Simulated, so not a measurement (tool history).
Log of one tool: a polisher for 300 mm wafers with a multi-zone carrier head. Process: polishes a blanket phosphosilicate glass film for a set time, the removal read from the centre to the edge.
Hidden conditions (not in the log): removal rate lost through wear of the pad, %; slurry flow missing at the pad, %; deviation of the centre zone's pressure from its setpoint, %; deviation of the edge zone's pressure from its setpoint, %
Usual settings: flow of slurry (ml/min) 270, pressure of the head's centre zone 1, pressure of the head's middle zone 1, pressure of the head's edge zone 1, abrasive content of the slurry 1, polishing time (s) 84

run    hour  flow of slurry (ml/min)  pressure of the head's centre zone  pressure of the head's middle zone  pressure of the head's edge zone  abrasive content of the slurry  polishing time (s)  wafers since the last listed run  wafers polished on this pad  hours since the slurry nozzle was cleaned  hours since the centre zone pressure was calibrated  hours since the edge zone pressure was calibrated  hours since the carrier head's membrane was replaced  incoming thickness of the incoming film, nm  film removed at the wafer's centre (Å)  film removed at mid-radius (Å)  film removed at the wafer's edge (Å)
  1       0                      270                                0.92                                   1                                 1                               1                  84                                 0                         1088                                      200.2                                                124.4                                                460                                                 353.7                                       4432.9                                    4820                            6107                                  6200
  2    74.5                      270                                0.96                                   1                                 1                               1                  84                               518                         1607                                      274.7                                                198.9                                              534.5                                                 428.2                                       4356.9                                    4948                            6090                                  6207
  3   137.5                      270                                   1                                   1                                 1                               1                  84                               438                         2045                                      337.7                                                261.9                                              597.5                                                 491.2                                       4375.2                                    5347                            6038                                  6335
  4   210.9                      270                                   1                                 1.1                              0.88                               1                  84                               510                         2556                                      411.1                                                335.3                                              670.9                                                 564.6                                       4387.1                                    5143                            6755                                  5808
  5   300.7                      270                                   1                                   1                                 1                               1                  84                               625                         3181                                      500.9                                                425.1                                              760.7                                                 654.4                                       4360.2                                    5075                            6111                                  6095
  6   368.3                      270                                   1                                0.94                                 1                               1                  84                               470                         3652                                      568.5                                                492.7                                              828.3                                                   722                                       4420.5                                    4839                            5661                                  6241
  7   448.9                      270                                   1                                0.89                                 1                               1                  61                               561                         4213                                      649.1                                                573.3                                              908.9                                                 802.6                                       4400.1                                    3492                            3823                                  4501
      463.3  -- carrier head's membrane replaced by a new one
      517.6  -- worn pad replaced by a new one
  8   548.6                      310                                   1                                0.92                                 1                               1                  84                               631                          215                                      748.8                                                  673                                             1008.6                                                  85.3                                       4313.8                                    4857                            5533                                  6364
      583.1  -- slurry nozzle cleaned
  9   610.5                      270                                   1                                   1                                 1                               1                  95                               423                          639                                       27.4                                                734.9                                             1070.5                                                 147.2                                       4391.6                                    5222                            7027                                  6949
      675.9  -- centre zone pressure recalibrated
 10   925.6                      240                                   1                                1.06                              0.96                               1                  94                              2179                         2818                                      342.5                                                249.7                                             1385.6                                                 462.3                                       4426.2                                    5630                            7423                                  6678
 11  1021.9                      230                                   1                                1.08                                 1                             0.8                  84                               670                         3489                                      438.8                                                  346                                             1481.9                                                 558.6                                       4386.2                                    4192                            5645                                  5253
 12    1079                      270                                   1                                   1                                 1                               1                  84                               397                         3886                                      495.9                                                403.1                                               1539                                                 615.7                                       4364.9                                    4986                            6053                                  6258
 13  1143.5                      210                                   1                                1.07                                 1                               1                  84                               448                         4335                                      560.4                                                467.6                                             1603.5                                                 680.2                                       4319.1                                    4673                            6510                                  6172
     1161.7  -- carrier head's membrane replaced by a new one
     1185.2  -- edge zone pressure recalibrated
     1193.7  -- worn pad replaced by a new one
     1217.4  -- slurry nozzle cleaned
 14  1343.3                      270                                   1                                   1                                 1                               1                  84                              1307                         1034                                      125.9                                                667.4                                              158.1                                                 181.6                                       4303.3                                    4696                            6106                                  6139
 15  1411.5                      310                                   1                                   1                              0.95                               1                  84                               474                         1509                                      194.1                                                735.6                                              226.3                                                 249.8                                       4392.2                                    4793                            6052                                  6010
 16  1486.3                      295                                   1                                   1                              1.03                               1                  84                               520                         2029                                      268.9                                                810.4                                              301.1                                                 324.6                                       4420.4                                    4723                            6152                                  6281
     1506.2  -- centre zone pressure recalibrated
 17  1590.7                      270                                   1                                1.05                              1.05                               1                 101                               712                         2742                                      373.3                                                 84.5                                              405.5                                                   429                                       4340.6                                    7085                            7703                                  7644
 18  1635.3                      270                                0.92                                   1                                 1                               1                  65                               310                         3052                                      417.9                                                129.1                                              450.1                                                 473.6                                       4367.5                                    3829                            4711                                  4768
 19  1741.9                      235                                   1                                   1                                 1                               1                  84                               742                         3794                                      524.5                                                235.7                                              556.7                                                 580.2                                       4416.9                                    5398                            6116                                  6116
     1852.4  -- carrier head's membrane replaced by a new one
 20  1893.4                      270                                   1                                   1                              1.07                               1                  84                              1019                         4814                                        676                                                387.2                                              708.2                                                    41                                       4384.1                                    5317                            6147                                  6533
     1932.8  -- worn pad replaced by a new one
     1946.7  -- slurry nozzle cleaned
 21    2001                      270                                0.89                                1.04                                 1                            0.75                  84                               714                          468                                       54.3                                                494.8                                              815.8                                                 148.6                                       4378.5                                    3238                            5104                                  4922

Run 22, settings as shown, results not yet in. Your forecast:
 22  2082.6                      270                                   1                                   1                              1.08                               1                  84                               567                         1036                                      135.9                                                576.4                                              897.4                                                 230.2                                         4399                                       ?                               ?                                     ?

film removed at the wafer's centre (Å): 5010
film removed at mid-radius (Å): 6163
film removed at the wafer's edge (Å): 6527
Without the tool's hidden state the same run would have given film removed at the wafer's centre (Å) 6098, film removed at mid-radius (Å) 6157, film removed at the wafer's edge (Å) 6527.
